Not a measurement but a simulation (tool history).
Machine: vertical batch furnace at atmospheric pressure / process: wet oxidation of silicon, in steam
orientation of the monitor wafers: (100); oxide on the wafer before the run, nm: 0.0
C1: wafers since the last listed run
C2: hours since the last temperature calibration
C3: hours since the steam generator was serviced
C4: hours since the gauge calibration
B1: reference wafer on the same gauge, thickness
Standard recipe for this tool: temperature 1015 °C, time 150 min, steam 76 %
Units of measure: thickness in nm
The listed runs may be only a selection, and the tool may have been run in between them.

Run 1, hour 0: usual settings; C1 0; C2 3094.1; C3 2227.4; C4 42.2; B1 669.66. Result: thickness 656.92 nm.
Run 2, hour 29.7: usual settings; C1 365; C2 3123.8; C3 2257.1; C4 71.9; B1 669.94. Result: thickness 656.95 nm.
Run 3, hour 59.9: usual settings; C1 371; C2 3154; C3 2287.3; C4 102.1; B1 669.81. Result: thickness 660.93 nm.
Run 4, hour 90.1: usual settings; C1 371; C2 3184.2; C3 2317.5; C4 132.3; B1 670.43. Result: thickness 655.84 nm.
Run 5, hour 161: usual settings; C1 871; C2 3255.1; C3 2388.4; C4 203.2; B1 670.17. Result: thickness 654.49 nm.
Run 6, hour 226.4: usual settings; C1 804; C2 3320.5; C3 2453.8; C4 268.6; B1 670.04. Result: thickness 653.81 nm.
Run 7, hour 251.5: usual settings; C1 308; C2 3345.6; C3 2478.9; C4 293.7; B1 669.56. Result: thickness 654.69 nm.
Run 8, hour 455.8: usual settings; C1 2512; C2 3549.9; C3 2683.2; C4 498; B1 669.86. Result: thickness 651.05 nm.
Run 9, hour 501.4: usual settings; C1 560; C2 3595.5; C3 2728.8; C4 543.6; B1 670.36. Result: thickness 653.16 nm.
Run 10, hour 556.6: usual settings but steam 70 %; C1 678; C2 3650.7; C3 2784; C4 598.8; B1 669.92. Result: thickness 621.83 nm.
Run 11, hour 603.3: usual settings; C1 574; C2 3697.4; C3 2830.7; C4 645.5; B1 669.32. Result: thickness 652.12 nm.
Run 12, hour 666.2: usual settings but time 98.5 min; C1 773; C2 3760.3; C3 2893.6; C4 708.4; B1 669.85. Result: thickness 498.45 nm.
Run 13, hour 714.9: usual settings but time 98.5 min; C1 598; C2 3809; C3 2942.3; C4 757.1; B1 669.91. Result: thickness 503.35 nm.
Run 14, hour 742: usual settings but time 98.5 min; C1 333; C2 3836.1; C3 2969.4; C4 784.2; B1 670.25. Result: thickness 501.58 nm.
Run 15, hour 812.2: usual settings but steam 68 %; C1 863; C2 3906.3; C3 3039.6; C4 854.4; B1 670.24. Result: thickness 608.22 nm.
Run 16, hour 847: usual settings but steam 68 %; C1 427; C2 3941.1; C3 3074.4; C4 889.2; B1 669.81. Result: thickness 612.14 nm.
Run 17, hour 875.6: usual settings but temperature 1029 °C; C1 351; C2 3969.7; C3 3103; C4 917.8; B1 669.77. Result: thickness 704.31 nm.
Run 18, hour 915.7: usual settings but temperature 1029 °C; C1 493; C2 4009.8; C3 3143.1; C4 957.9; B1 670.08. Result: thickness 707.09 nm.
Run 19, hour 965.7: usual settings but steam 86 %; C1 614; C2 4059.8; C3 3193.1; C4 1007.9; B1 669.88. Result: thickness 704.37 nm.
Run 20, hour 1030.5: usual settings but temperature 999 °C, time 101.5 min, steam 88 %; C1 796; C2 4124.6; C3 3257.9; C4 1072.7; B1 669.5. Result: thickness 505.13 nm.
At hour 1072.1: gauge calibrated.
Run 21, hour 1099.1: usual settings; C1 843; C2 4193.2; C3 3326.5; C4 27; B1 669.66. Result: thickness 650.42 nm.

Predict the results of run 22:
At hour 1128.7: thermocouples replaced and temperature profile calibrated.
Run 22, hour 1137: usual settings; C1 170; C2 8.3; C3 3364.4; C4 64.9; B1 ?. Result: thickness ?.

Run 22 yielded B1 669.29, thickness 653.75 nm.
Had the tool carried no hidden state, the very same run would have given thickness 689.94 nm.

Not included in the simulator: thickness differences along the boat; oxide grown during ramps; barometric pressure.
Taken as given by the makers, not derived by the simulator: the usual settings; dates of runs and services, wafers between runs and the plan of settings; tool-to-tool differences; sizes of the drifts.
